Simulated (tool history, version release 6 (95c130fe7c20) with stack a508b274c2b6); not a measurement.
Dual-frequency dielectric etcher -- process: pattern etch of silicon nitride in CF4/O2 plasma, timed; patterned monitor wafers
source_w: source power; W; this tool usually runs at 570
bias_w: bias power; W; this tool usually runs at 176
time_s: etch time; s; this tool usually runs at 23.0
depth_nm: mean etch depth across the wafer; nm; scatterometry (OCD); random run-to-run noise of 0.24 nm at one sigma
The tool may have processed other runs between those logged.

run,hour,source_w,bias_w,time_s,"read-back reference wafer on the same gauge, depth_nm",depth_nm
1,0.0,570,176,23.0,60.3,49.3
2,51.6,570,176,23.0,60.3,49.3
# hour 96.3: wet clean of the chamber
3,127.6,570,142,23.0,60.3,46.3
# hour 164.9: upper electrode replaced
4,181.0,570,142,23.0,60.3,46.4
5,222.3,570,176,28.0,60.3,60.8
6,293.2,570,176,28.0,60.2,60.4
7,364.4,570,176,23.0,60.2,49.6
8,459.6,570,176,23.0,60.2,49.4
9,562.5,570,176,17.5,60.3,37.3
10,669.1,570,176,23.0,60.2,49.3
# hour 708.1: bias power generator calibrated
# hour 758.7: wet clean of the chamber
11,759.2,490,176,23.0,60.2,43.1
12,811.8,570,156,25.5,60.1,52.6
13,852.3,610,191,17.0,60.3,41.1
14,927.5,450,146,29.5,60.2,46.5
15,979.6,570,150,23.0,60.2,46.9

Run 16 is up next; what results do you expect?
16,1020.4,450,176,23.0,?,?

read-back reference wafer on the same gauge, depth_nm: 60.2
depth_nm: 38.9 nm
On a tool with no hidden condition, and with the same random variation, this run would have come out at depth_nm 41.4 nm.
